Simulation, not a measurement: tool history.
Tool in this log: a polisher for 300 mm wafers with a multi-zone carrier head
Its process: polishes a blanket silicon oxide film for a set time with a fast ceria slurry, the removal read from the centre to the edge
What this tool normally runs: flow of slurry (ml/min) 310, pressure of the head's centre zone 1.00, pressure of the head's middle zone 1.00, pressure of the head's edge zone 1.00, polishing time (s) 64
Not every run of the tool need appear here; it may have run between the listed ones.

| run | hour | flow of slurry (ml/min) | pressure of the head's centre zone | pressure of the head's middle zone | pressure of the head's edge zone | polishing time (s) | wafers since the last listed run | wafers polished on this pad | hours since the slurry nozzle was cleaned | hours since the centre zone pressure was calibrated | hours since the edge zone pressure was calibrated | hours since the carrier head's membrane was replaced | incoming thickness of the incoming film, nm | film removed at the wafer's centre (nm) | film removed at mid-radius (nm) | film removed at the wafer's edge (nm) |
|---|---|---|---|---|---|---|---|---|---|---|---|---|---|---|---|---|
| 1 | 0.0 | 310 | 1.00 | 1.00 | 1.00 | 64 | 0 | 198 | 481.7 | 565.4 | 756.1 | 510.3 | 2803.5 | 1088.2 | 1087.6 | 1070.0 |
| 2 | 25.1 | 310 | 1.00 | 1.00 | 1.00 | 64 | 279 | 478 | 506.8 | 590.5 | 781.2 | 535.4 | 2755.0 | 1041.7 | 1068.8 | 1061.5 |
| 3 | 50.8 | 310 | 0.95 | 1.00 | 1.00 | 64 | 286 | 765 | 532.5 | 616.2 | 806.9 | 561.1 | 2726.9 | 970.2 | 1054.6 | 1043.9 |
| 4 | 84.3 | 310 | 1.00 | 1.00 | 1.00 | 64 | 373 | 1138 | 566.0 | 649.7 | 840.4 | 594.6 | 2721.9 | 1016.3 | 1064.7 | 1027.2 |
| 5 | 109.7 | 310 | 1.00 | 1.00 | 1.00 | 64 | 283 | 1421 | 591.4 | 675.1 | 865.8 | 620.0 | 2765.2 | 1036.5 | 1051.9 | 1039.0 |
| 6 | 130.7 | 310 | 1.00 | 1.00 | 1.00 | 64 | 234 | 1655 | 612.4 | 696.1 | 886.8 | 641.0 | 2753.8 | 1020.3 | 1049.2 | 1017.6 |
|  | 135.4 | worn pad replaced by a new one |
| 7 | 159.4 | 390 | 1.00 | 0.97 | 1.00 | 64 | 275 | 267 | 641.1 | 724.8 | 915.5 | 669.7 | 2769.7 | 1050.1 | 1065.9 | 1089.2 |
| 8 | 181.9 | 390 | 1.00 | 0.97 | 1.00 | 64 | 250 | 517 | 663.6 | 747.3 | 938.0 | 692.2 | 2779.9 | 1039.2 | 1048.2 | 1039.4 |
| 9 | 210.2 | 310 | 1.00 | 1.04 | 1.00 | 64 | 315 | 833 | 691.9 | 775.6 | 966.3 | 720.5 | 2811.9 | 1017.2 | 1103.3 | 1006.3 |
|  | 270.2 | carrier head's membrane replaced by a new one |
|  | 273.4 | edge zone pressure recalibrated |
|  | 293.0 | worn pad replaced by a new one |
| 10 | 295.4 | 310 | 1.00 | 1.00 | 1.00 | 64 | 827 | 26 | 777.1 | 860.8 | 22.0 | 25.2 | 2755.8 | 1052.1 | 1098.1 | 1082.4 |
| 11 | 316.6 | 310 | 1.00 | 0.96 | 1.00 | 57 | 236 | 262 | 798.3 | 882.0 | 43.2 | 46.4 | 2772.1 | 920.5 | 942.6 | 940.9 |
| 12 | 335.1 | 310 | 1.00 | 1.06 | 0.88 | 64 | 206 | 468 | 816.8 | 900.5 | 61.7 | 64.9 | 2784.9 | 1022.8 | 1139.3 | 982.6 |
|  | 345.0 | slurry nozzle cleaned |
| 13 | 355.4 | 270 | 1.00 | 0.92 | 1.11 | 64 | 215 | 684 | 10.4 | 920.8 | 82.0 | 85.2 | 2815.0 | 988.9 | 970.1 | 1084.1 |
| 14 | 382.0 | 310 | 1.00 | 1.00 | 1.00 | 64 | 296 | 980 | 37.0 | 947.4 | 108.6 | 111.8 | 2759.2 | 1012.2 | 1056.6 | 1036.4 |
|  | 408.7 | centre zone pressure recalibrated |
|  | 445.6 | worn pad replaced by a new one |
| 15 | 448.1 | 310 | 1.00 | 1.00 | 1.00 | 64 | 669 | 27 | 103.1 | 39.4 | 174.7 | 177.9 | 2766.8 | 1160.9 | 1082.5 | 1072.9 |
| 16 | 467.1 | 310 | 1.00 | 0.90 | 1.11 | 64 | 211 | 239 | 122.1 | 58.4 | 193.7 | 196.9 | 2754.8 | 1093.3 | 992.5 | 1126.9 |
| 17 | 493.2 | 215 | 1.00 | 1.00 | 1.00 | 44 | 290 | 530 | 148.2 | 84.5 | 219.8 | 223.0 | 2777.4 | 715.9 | 697.7 | 694.7 |
| 18 | 507.9 | 310 | 1.00 | 1.00 | 1.00 | 64 | 163 | 693 | 162.9 | 99.2 | 234.5 | 237.7 | 2804.2 | 1072.9 | 1052.6 | 1033.1 |
| 19 | 536.0 | 310 | 1.00 | 1.07 | 1.05 | 64 | 313 | 1007 | 191.0 | 127.3 | 262.6 | 265.8 | 2767.8 | 1096.6 | 1089.8 | 1049.5 |
| 20 | 560.3 | 235 | 1.12 | 1.00 | 0.90 | 58 | 270 | 1277 | 215.3 | 151.6 | 286.9 | 290.1 | 2785.3 | 1042.6 | 917.7 | 859.9 |
| 21 | 588.3 | 310 | 1.05 | 1.00 | 1.00 | 64 | 312 | 1589 | 243.3 | 179.6 | 314.9 | 318.1 | 2829.2 | 1133.9 | 1071.7 | 1029.4 |
|  | 594.6 | worn pad replaced by a new one |
| 22 | 605.7 | 310 | 1.00 | 1.00 | 1.00 | 64 | 149 | 123 | 260.7 | 197.0 | 332.3 | 335.5 | 2790.0 | 1107.7 | 1105.8 | 1061.6 |

Same runs, no hidden state in the tool, same run-to-run variation:
Hidden state at play: removal rate lost through wear of the pad, %; slurry flow missing at the pad, %; deviation of the centre zone's pressure from its setpoint, %; deviation of the edge zone's pressure from its setpoint, %.
| run | film removed at the wafer's centre (nm) | film removed at mid-radius (nm) | film removed at the wafer's edge (nm) |
|---|---|---|---|
| 1 | 1165.7 | 1114.5 | 1096.7 |
| 2 | 1140.1 | 1116.8 | 1109.3 |
| 3 | 1077.2 | 1115.2 | 1104.1 |
| 4 | 1141.1 | 1135.6 | 1095.9 |
| 5 | 1170.4 | 1125.9 | 1112.3 |
| 6 | 1156.2 | 1125.0 | 1091.4 |
| 7 | 1150.9 | 1102.7 | 1127.1 |
| 8 | 1159.3 | 1101.7 | 1092.7 |
| 9 | 1151.2 | 1173.6 | 1070.8 |
| 10 | 1131.1 | 1101.6 | 1086.3 |
| 11 | 1014.5 | 967.6 | 966.2 |
| 12 | 1144.5 | 1185.5 | 1022.8 |
| 13 | 1119.7 | 1019.7 | 1139.9 |
| 14 | 1158.2 | 1119.7 | 1098.8 |
| 15 | 1169.1 | 1089.8 | 1080.1 |
| 16 | 1126.2 | 1020.5 | 1158.7 |
| 17 | 752.9 | 730.9 | 727.7 |
| 18 | 1137.6 | 1110.2 | 1089.7 |
| 19 | 1175.4 | 1159.5 | 1116.6 |
| 20 | 1124.5 | 980.6 | 918.8 |
| 21 | 1229.3 | 1148.5 | 1103.3 |
| 22 | 1146.2 | 1129.4 | 1084.3 |
